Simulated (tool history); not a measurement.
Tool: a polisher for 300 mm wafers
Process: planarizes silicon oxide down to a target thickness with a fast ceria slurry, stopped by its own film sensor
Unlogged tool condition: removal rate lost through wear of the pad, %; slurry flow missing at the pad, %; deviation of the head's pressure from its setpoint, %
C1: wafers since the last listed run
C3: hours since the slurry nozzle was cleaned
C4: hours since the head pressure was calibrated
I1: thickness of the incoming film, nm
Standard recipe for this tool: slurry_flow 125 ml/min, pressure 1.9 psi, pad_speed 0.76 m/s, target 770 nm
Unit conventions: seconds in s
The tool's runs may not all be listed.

run 1 hour=0.0 | slurry_flow=160 pressure=1.9 pad_speed=0.76 target=770 | C1=0 wafers_polished_on_this_pad=204 C3=449.6 C4=608.2 | I1=1181.9 | seconds=39.5
run 2 hour=20.4 | slurry_flow=160 pressure=1.9 pad_speed=0.76 target=770 | C1=146 wafers_polished_on_this_pad=351 C3=470.0 C4=628.6 | I1=1190.2 | seconds=41.3
run 3 hour=47.4 | slurry_flow=160 pressure=1.9 pad_speed=0.76 target=770 | C1=194 wafers_polished_on_this_pad=545 C3=497.0 C4=655.6 | I1=1186.1 | seconds=39.7
-- hour=70.4 worn pad replaced by a new one
run 4 hour=78.0 | slurry_flow=125 pressure=1.9 pad_speed=0.76 target=770 | C1=191 wafers_polished_on_this_pad=55 C3=527.6 C4=686.2 | I1=1180.2 | seconds=41.4
run 5 hour=113.8 | slurry_flow=125 pressure=1.9 pad_speed=0.76 target=770 | C1=257 wafers_polished_on_this_pad=312 C3=563.4 C4=722.0 | I1=1172.4 | seconds=40.7
run 6 hour=146.3 | slurry_flow=125 pressure=1.9 pad_speed=0.76 target=770 | C1=234 wafers_polished_on_this_pad=547 C3=595.9 C4=754.5 | I1=1162.7 | seconds=39.3
run 7 hour=161.6 | slurry_flow=125 pressure=1.9 pad_speed=0.76 target=770 | C1=110 wafers_polished_on_this_pad=657 C3=611.2 C4=769.8 | I1=1173.3 | seconds=39.7
-- hour=169.0 worn pad replaced by a new one
run 8 hour=192.1 | slurry_flow=125 pressure=1.9 pad_speed=0.76 target=770 | C1=190 wafers_polished_on_this_pad=166 C3=641.7 C4=800.3 | I1=1188.7 | seconds=41.1
run 9 hour=208.9 | slurry_flow=125 pressure=1.9 pad_speed=0.76 target=770 | C1=121 wafers_polished_on_this_pad=287 C3=658.5 C4=817.1 | I1=1190.6 | seconds=41.2
-- hour=229.0 head pressure recalibrated
run 10 hour=236.8 | slurry_flow=140 pressure=1.9 pad_speed=0.76 target=640 | C1=186 wafers_polished_on_this_pad=474 C3=686.4 C4=7.8 | I1=1195.1 | seconds=69.3
run 11 hour=250.8 | slurry_flow=90 pressure=1.9 pad_speed=0.76 target=894 | C1=100 wafers_polished_on_this_pad=575 C3=700.4 C4=21.8 | I1=1169.3 | seconds=38.1
-- hour=253.6 slurry nozzle cleaned
-- hour=255.8 worn pad replaced by a new one
run 12 hour=267.4 | slurry_flow=125 pressure=1.9 pad_speed=0.64 target=916 | C1=95 wafers_polished_on_this_pad=83 C3=13.8 C4=38.4 | I1=1200.5 | seconds=43.3
run 13 hour=290.7 | slurry_flow=155 pressure=1.9 pad_speed=0.82 target=817 | C1=167 wafers_polished_on_this_pad=251 C3=37.1 C4=61.7 | I1=1187.3 | seconds=42.4
run 14 hour=323.9 | slurry_flow=125 pressure=1.9 pad_speed=0.76 target=770 | C1=239 wafers_polished_on_this_pad=490 C3=70.3 C4=94.9 | I1=1175.8 | seconds=50.4
-- hour=335.9 head pressure recalibrated, repeated, since the last time left the tool worse
-- hour=352.7 worn pad replaced by a new one
run 15 hour=353.1 | slurry_flow=95 pressure=2.1 pad_speed=0.94 target=770 | C1=167 wafers_polished_on_this_pad=2 C3=99.5 C4=17.2 | I1=1172.2 | seconds=34.0
run 16 hour=375.5 | slurry_flow=125 pressure=1.9 pad_speed=0.76 target=770 | C1=161 wafers_polished_on_this_pad=164 C3=121.9 C4=39.6 | I1=1171.9 | seconds=43.6
run 17 hour=427.6 | slurry_flow=155 pressure=1.9 pad_speed=0.76 target=814 | C1=375 wafers_polished_on_this_pad=539 C3=174.0 C4=91.7 | I1=1201.9 | seconds=40.3
-- hour=442.0 worn pad replaced by a new one
run 18 hour=443.6 | slurry_flow=95 pressure=1.9 pad_speed=0.96 target=644 | C1=86 wafers_polished_on_this_pad=11 C3=190.0 C4=107.7 | I1=1184.1 | seconds=49.1

Here are 3 independent what-if runs from the current tool condition. What would each one return?
run A hour=444.0 | slurry_flow=125 pressure=1.9 pad_speed=0.76 target=647 | C1=2 wafers_polished_on_this_pad=14 C3=190.4 C4=108.1 | I1=1208.8 | seconds=?
run B hour=444.0 | slurry_flow=125 pressure=1.9 pad_speed=0.76 target=710 | C1=2 wafers_polished_on_this_pad=14 C3=190.4 C4=108.1 | I1=1208.8 | seconds=?
run C hour=444.0 | slurry_flow=155 pressure=1.9 pad_speed=0.76 target=770 | C1=2 wafers_polished_on_this_pad=14 C3=190.4 C4=108.1 | I1=1208.8 | seconds=?

run=A seconds=59.2
run=B seconds=52.6
run=C seconds=44.4
With no hidden state in the tool, these same runs would have given:
run=A seconds=59.3
run=B seconds=52.6
run=C seconds=44.5
